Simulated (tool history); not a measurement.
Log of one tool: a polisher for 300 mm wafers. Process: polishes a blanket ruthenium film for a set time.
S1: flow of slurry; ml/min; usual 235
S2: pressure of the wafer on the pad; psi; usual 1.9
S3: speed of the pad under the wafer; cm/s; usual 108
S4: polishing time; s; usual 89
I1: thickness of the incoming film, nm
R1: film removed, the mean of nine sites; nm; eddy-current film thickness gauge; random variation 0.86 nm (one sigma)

run     day   S1   S2   S3   S4     I1     R1
  1   0.000  235  1.9  108   89  390.6   85.7
  2   0.746  235  1.9  108   89  384.2   85.9
  3   2.025  235  1.4  108   89  394.9   63.9
  4   2.925  235  1.9  108   89  392.5   84.2
  5   4.088  235  1.9  108   89  392.3   85.3
      4.512  -- worn pad replaced by a new one
  6   5.442  235  1.9  108   89  389.1   86.2
  7   6.788  235  1.9  108   89  394.3   86.9
  8   7.500  175  1.9  108   89  387.7   83.1
  9   8.221  235  1.9  108   89  389.7   86.1
 10   8.908  265  1.9  108   89  392.5   86.9
 11  10.125  265  1.9  108   89  394.5   87.4
     10.383  -- head pressure recalibrated
 12  10.871  265  1.9  108   89  383.7   80.5
 13  11.550  235  1.9  108   89  386.6   81.4
 14  12.496  235  1.9  108   89  393.0   81.6
     12.542  -- slurry nozzle cleaned
 15  13.075  235  1.6  108   89  394.3   67.6
     13.492  -- worn pad replaced by a new one
 16  13.792  260  2.5  138  112  396.2  164.5
 17  14.483  165  1.9   82  116  393.7   80.8
 18  15.979  305  1.9   72   89  389.7   59.5
 19  17.142  180  1.9  108   89  390.9   76.9
     18.633  -- head pressure recalibrated, repeated, since the last time left the tool worse
 20  18.654  160  1.9  128   89  393.0  103.6
 21  19.850  235  2.3  108   71  393.1   89.0
 22  20.896  280  2.4  108  100  385.0  135.2
     21.417  -- worn pad replaced by a new one
 23  24.075  235  1.9  140   67  389.7   84.4
 24  25.550  300  1.9  108   75  395.4   79.3
 25  26.642  235  1.2  108   89  386.7   57.0
 26  28.021  235  1.4  108   89  387.9   67.0
     28.883  -- worn pad replaced by a new one
 27  29.342  270  1.9  138   60  394.7   75.9
 28  30.392  285  1.5  108   61  385.0   50.3
 29  31.800  265  1.9  108   89  386.5   89.9
 30  32.596  200  2.2  108   89  393.9  103.1
 31  33.279  235  1.9  108   89  393.6   88.7
 32  34.325  235  1.9  108  111  386.1  113.8

Run 33 comes next. What will it give?
 33  35.546  235  2.1  108  89  389.1   ?

{"run 33": {"R1": 100.7}}
Without the tool's hidden state the same run would have given R1 105.2 nm.

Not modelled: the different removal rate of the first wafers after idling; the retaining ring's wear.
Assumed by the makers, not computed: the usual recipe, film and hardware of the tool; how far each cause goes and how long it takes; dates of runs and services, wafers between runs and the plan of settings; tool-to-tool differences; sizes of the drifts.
